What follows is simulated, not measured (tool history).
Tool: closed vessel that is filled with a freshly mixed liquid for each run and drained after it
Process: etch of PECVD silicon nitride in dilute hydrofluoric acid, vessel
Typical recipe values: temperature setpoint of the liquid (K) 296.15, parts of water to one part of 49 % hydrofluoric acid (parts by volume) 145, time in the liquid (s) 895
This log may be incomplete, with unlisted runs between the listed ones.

run	day	temperature setpoint of the liquid (K)	parts of water to one part of 49 % hydrofluoric acid (parts by volume)	time in the liquid (s)	read-back film thickness of the PECVD silicon nitride reference wafer, read on the same gauge (nm)	thickness taken off the PECVD silicon nitride on a monitor wafer (angstrom)
1	0.000	296.15	145	895	39.98	341.9
2	0.571	296.15	145	895	40.00	328.7
3	1.312	296.15	145	1235	39.99	464.2
4	1.812	296.15	145	1235	40.00	461.0
5	2.162	296.15	145	1235	39.98	459.6
6	2.871	296.15	145	895	40.01	337.1
7	3.162	296.15	145	895	40.00	334.9
8	3.488	296.15	145	895	40.01	339.6
9	3.762	296.15	145	895	39.99	339.8
# day 4.625: hydrofluoric acid flow meter replaced
10	6.008	296.15	145	895	40.01	342.4
11	6.396	298.15	90	1390	39.99	954.2
12	7.096	291.65	85	1285	40.02	611.5
13	7.725	296.15	165	895	39.98	296.0
14	8.175	298.15	145	585	39.99	256.2
15	8.492	292.65	210	685	40.00	142.9
16	9.038	297.65	145	895	40.00	377.7
17	9.746	294.15	125	730	40.01	281.1
18	10.129	292.65	145	895	39.98	270.3
19	10.717	296.15	145	895	40.01	338.2
# day 11.583: thermometer replaced
# day 12.692: gauge calibrated
20	12.771	300.65	145	895	40.01	385.8
21	13.358	300.65	175	1105	39.98	387.1
22	13.908	300.15	165	895	39.98	330.6
23	14.483	298.65	175	1205	40.02	380.3
24	14.896	297.65	105	360	40.01	174.4
25	15.325	296.15	190	385	40.02	95.2
26	16.062	296.15	125	895	40.01	332.3
27	16.683	299.65	145	540	39.98	221.5
28	16.975	296.15	145	1085	40.00	348.8
29	17.467	292.15	200	895	40.00	163.5
30	18.088	291.15	145	675	40.01	160.3
31	18.712	296.15	145	895	40.02	292.2
32	18.992	296.15	145	895	40.02	288.9

How would selected steps in thickness taken off the PECVD silicon nitride on a monitor wafer (angstrom) from run to run divide? Give the signed amount a tool lacking its hidden state would still show from settings, what came in and random variation, and the signed amount left for the hidden state, including any gauge scatter that is not in both of the compared results.
The hidden state here: liquid hotter than its thermometer reads (K); hydrofluoric acid flow below the setpoint (%); gauge reads high (%).
Run 10 -> 11: temperature setpoint of the liquid (K) 296.15 -> 298.15, parts of water to one part of 49 % hydrofluoric acid (parts by volume) 145 -> 90, time in the liquid (s) 895 -> 1390. thickness taken off the PECVD silicon nitride on a monitor wafer (angstrom) +611.8: hidden state +103.3, all else +508.5.
Run 11 -> 12: temperature setpoint of the liquid (K) 298.15 -> 291.65, parts of water to one part of 49 % hydrofluoric acid (parts by volume) 90 -> 85, time in the liquid (s) 1390 -> 1285. thickness taken off the PECVD silicon nitride on a monitor wafer (angstrom) -342.7: hidden state -51.4, all else -291.3.
Run 12 -> 13: temperature setpoint of the liquid (K) 291.65 -> 296.15, parts of water to one part of 49 % hydrofluoric acid (parts by volume) 85 -> 165, time in the liquid (s) 1285 -> 895. thickness taken off the PECVD silicon nitride on a monitor wafer (angstrom) -315.5: hidden state -59.1, all else -256.4.
Run 19 -> 20: temperature setpoint of the liquid (K) 296.15 -> 300.65, thermometer replaced, gauge calibrated. thickness taken off the PECVD silicon nitride on a monitor wafer (angstrom) +47.6: hidden state -51.6, all else +99.2.
